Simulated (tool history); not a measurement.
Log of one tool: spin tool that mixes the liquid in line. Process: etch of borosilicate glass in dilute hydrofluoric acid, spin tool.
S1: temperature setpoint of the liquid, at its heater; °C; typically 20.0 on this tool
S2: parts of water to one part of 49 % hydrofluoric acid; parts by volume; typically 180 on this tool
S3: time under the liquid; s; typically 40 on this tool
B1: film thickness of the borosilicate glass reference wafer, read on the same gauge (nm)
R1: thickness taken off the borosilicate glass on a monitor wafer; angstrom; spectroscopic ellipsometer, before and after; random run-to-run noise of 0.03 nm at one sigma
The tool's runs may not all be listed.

run 1 hour=0.0 | S1=20.0 S2=180 S3=30 | B1=129.980 | R1=38.75
run 2 hour=49.1 | S1=20.0 S2=180 S3=30 | B1=129.977 | R1=36.46
run 3 hour=103.2 | S1=17.5 S2=180 S3=40 | B1=129.974 | R1=44.01
run 4 hour=318.1 | S1=17.5 S2=180 S3=40 | B1=130.027 | R1=45.82
run 5 hour=386.8 | S1=17.5 S2=180 S3=40 | B1=129.984 | R1=46.60
run 6 hour=414.3 | S1=20.0 S2=180 S3=40 | B1=130.017 | R1=51.82
run 7 hour=580.4 | S1=20.0 S2=180 S3=40 | B1=129.953 | R1=53.68
run 8 hour=631.0 | S1=20.0 S2=250 S3=40 | B1=129.996 | R1=35.45
run 9 hour=692.2 | S1=20.0 S2=250 S3=40 | B1=129.996 | R1=34.18
run 10 hour=735.2 | S1=20.0 S2=180 S3=40 | B1=129.977 | R1=48.51
run 11 hour=791.3 | S1=20.0 S2=180 S3=30 | B1=129.990 | R1=37.32
run 12 hour=860.3 | S1=20.0 S2=180 S3=40 | B1=129.986 | R1=50.15
run 13 hour=885.2 | S1=22.0 S2=180 S3=40 | B1=130.013 | R1=54.12
run 14 hour=916.4 | S1=24.0 S2=225 S3=20 | B1=130.030 | R1=22.14
run 15 hour=971.4 | S1=17.0 S2=180 S3=40 | B1=130.008 | R1=44.99
run 16 hour=995.7 | S1=23.0 S2=180 S3=55 | B1=130.018 | R1=77.98
run 17 hour=1063.4 | S1=17.0 S2=260 S3=40 | B1=129.982 | R1=29.41
run 18 hour=1118.0 | S1=17.0 S2=180 S3=30 | B1=130.030 | R1=34.53
run 19 hour=1167.5 | S1=22.0 S2=240 S3=60 | B1=130.020 | R1=59.82

Between the runs listed above, the log contained 4 entries, not reproduced here. Where in the sequence does each belong, and how does what the log doesn't record of the tool's condition differ from the listed run before to the listed run after?
Logged between run 1 and run 2: thermometer replaced (hour 2.1)
  liquid hotter than its thermometer reads (K): 1.75 -> 0.207; hydrofluoric acid flow above the setpoint (%): 0.773 -> 1.07
  difference, measured minus the result without the unlogged condition, R1: +2.87 -> +0.75 angstrom
Logged between run 8 and run 9: thermometer replaced (hour 667.1)
  liquid hotter than its thermometer reads (K): 1.52 -> 0.17; hydrofluoric acid flow above the setpoint (%): 4.61 -> 4.98
  difference, measured minus the result without the unlogged condition, R1: +3.76 -> +2.19 angstrom
Logged between run 9 and run 10: hydrofluoric acid flow meter replaced (hour 716.6)
  liquid hotter than its thermometer reads (K): 0.17 -> 0.267; hydrofluoric acid flow above the setpoint (%): 4.98 -> 1.19
  difference, measured minus the result without the unlogged condition, R1: +2.19 -> +1.17 angstrom
Logged between run 11 and run 12: gauge calibrated (hour 802.7)
  liquid hotter than its thermometer reads (K): 0.393 -> 0.549; hydrofluoric acid flow above the setpoint (%): 1.53 -> 1.95
  difference, measured minus the result without the unlogged condition, R1: +1.22 -> +2.17 angstrom
